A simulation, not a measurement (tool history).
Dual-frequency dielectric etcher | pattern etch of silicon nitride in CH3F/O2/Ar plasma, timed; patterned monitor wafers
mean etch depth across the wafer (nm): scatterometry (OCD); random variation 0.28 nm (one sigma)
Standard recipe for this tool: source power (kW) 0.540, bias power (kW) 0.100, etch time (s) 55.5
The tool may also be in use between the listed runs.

run     day  source power (kW)  bias power (kW)  etch time (s)  read-back reference wafer on the same gauge, depth_nm  mean etch depth across the wafer (nm)
  1   0.000              0.540            0.100           55.5                                                  57.53                                  51.87
  2   2.033              0.460            0.100           55.5                                                  57.71                                  49.12
  3   5.258              0.460            0.100           55.5                                                  57.63                                  48.75
  4   7.550              0.460            0.100           55.5                                                  57.65                                  49.00
  5  11.954              0.540            0.100           55.5                                                  57.50                                  51.80
     13.583  -- wet clean of the chamber
  6  15.688              0.540            0.100           55.5                                                  57.66                                  51.60
  7  19.417              0.540            0.100           55.5                                                  57.63                                  51.88
     20.792  -- bias power generator calibrated
     21.121  -- upper electrode replaced
     22.038  -- source power generator calibrated
  8  23.683              0.540            0.100           55.5                                                  57.57                                  51.74
     25.467  -- gauge calibrated
  9  25.917              0.460            0.100           55.5                                                  57.52                                  48.63
 10  29.762              0.540            0.110           55.5                                                  57.51                                  54.67
     32.021  -- wet clean of the chamber
 11  33.521              0.540            0.100           50.5                                                  57.68                                  47.08
 12  35.933              0.540            0.100           55.5                                                  57.45                                  51.59
 13  37.900              0.600            0.081           64.5                                                  57.59                                  54.94
 14  44.708              0.400            0.082           55.5                                                  57.61                                  41.02
     48.000  -- wet clean of the chamber
 15  48.242              0.680            0.121           55.5                                                  57.50                                  63.05
 16  50.083              0.450            0.100           55.5                                                  57.57                                  48.01
 17  51.875              0.440            0.090           63.0                                                  57.59                                  50.97

Alternative continuations, all from the tool just after run 17; predict every row:
  A  51.892              0.540            0.100           41.5                                                      ?                                      ?
  B  51.892              0.620            0.100           60.0                                                      ?                                      ?
  C  51.892              0.430            0.078           40.0                                                      ?                                      ?
  D  51.892              0.540            0.100           67.0                                                      ?                                      ?
  E  51.892              0.470            0.100           69.0                                                      ?                                      ?

run  read-back reference wafer on the same gauge, depth_nm  mean etch depth across the wafer (nm)
  A                                                  57.63                                  38.87
  B                                                  57.63                                  59.19
  C                                                  57.63                                  29.57
  D                                                  57.63                                  62.76
  E                                                  57.63                                  61.36
Stripped of hidden state, with their random variation kept, the same runs would have yielded:
run  mean etch depth across the wafer (nm)
  A                                  38.87
  B                                  59.19
  C                                  29.57
  D                                  62.76
  E                                  61.36

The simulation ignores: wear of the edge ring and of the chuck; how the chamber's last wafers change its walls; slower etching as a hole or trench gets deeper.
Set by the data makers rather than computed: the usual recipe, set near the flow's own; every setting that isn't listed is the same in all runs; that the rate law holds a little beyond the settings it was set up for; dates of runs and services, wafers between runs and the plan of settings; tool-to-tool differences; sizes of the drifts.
